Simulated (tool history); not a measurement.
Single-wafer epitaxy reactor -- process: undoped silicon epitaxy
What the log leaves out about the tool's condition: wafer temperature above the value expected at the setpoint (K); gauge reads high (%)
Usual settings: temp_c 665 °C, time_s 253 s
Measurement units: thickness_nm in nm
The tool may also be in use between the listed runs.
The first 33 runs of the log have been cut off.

| run | hour | temp_c | time_s | wafers since the last listed run | hours since the last pyrometer calibration | hours since the gauge calibration | read-back reference wafer on the same gauge, thickness_nm | thickness_nm |
|---|---|---|---|---|---|---|---|---|
| 34 | 416.6 | 656 | 210 | 42 | 10.2 | 432.7 | 68.291 | 39.590 |
| 35 | 425.6 | 677 | 253 | 63 | 19.2 | 441.7 | 68.171 | 77.715 |
|  | 426.2 | gauge calibrated |
| 36 | 437.4 | 665 | 253 | 83 | 31.0 | 11.2 | 68.349 | 58.636 |
| 37 | 453.7 | 665 | 229 | 114 | 47.3 | 27.5 | 68.347 | 53.021 |
| 38 | 469.7 | 665 | 253 | 112 | 63.3 | 43.5 | 68.238 | 58.309 |
| 39 | 480.1 | 677 | 296 | 73 | 73.7 | 53.9 | 68.292 | 90.900 |
| 40 | 491.0 | 655 | 253 | 76 | 84.6 | 64.8 | 68.202 | 45.233 |
| 41 | 507.2 | 656 | 217 | 114 | 100.8 | 81.0 | 68.352 | 39.860 |
| 42 | 522.8 | 651 | 302 | 109 | 116.4 | 96.6 | 68.282 | 48.766 |
| 43 | 531.8 | 653 | 222 | 63 | 125.4 | 105.6 | 68.330 | 37.635 |
| 44 | 544.8 | 652 | 227 | 91 | 138.4 | 118.6 | 68.242 | 37.442 |
| 45 | 558.5 | 665 | 212 | 96 | 152.1 | 132.3 | 68.263 | 48.184 |
| 46 | 574.5 | 665 | 253 | 112 | 168.1 | 148.3 | 68.182 | 57.080 |
| 47 | 588.8 | 661 | 295 | 100 | 182.4 | 162.6 | 68.334 | 60.346 |

4 ways to go on from here, each from the tool as it stands after run 47. What would each give?
| A | 589.3 | 665 | 267 | 3 | 182.9 | 163.1 | ? | ? |
| B | 589.3 | 654 | 229 | 3 | 182.9 | 163.1 | ? | ? |
| C | 589.3 | 665 | 300 | 3 | 182.9 | 163.1 | ? | ? |
| D | 589.3 | 679 | 221 | 3 | 182.9 | 163.1 | ? | ? |

| run | read-back reference wafer on the same gauge, thickness_nm | thickness_nm |
|---|---|---|
| A | 68.429 | 60.453 |
| B | 68.429 | 39.606 |
| C | 68.429 | 67.925 |
| D | 68.429 | 69.779 |
With no hidden state in the tool, these same runs would have given:
| run | thickness_nm |
|---|---|
| A | 63.194 |
| B | 41.452 |
| C | 71.004 |
| D | 72.835 |
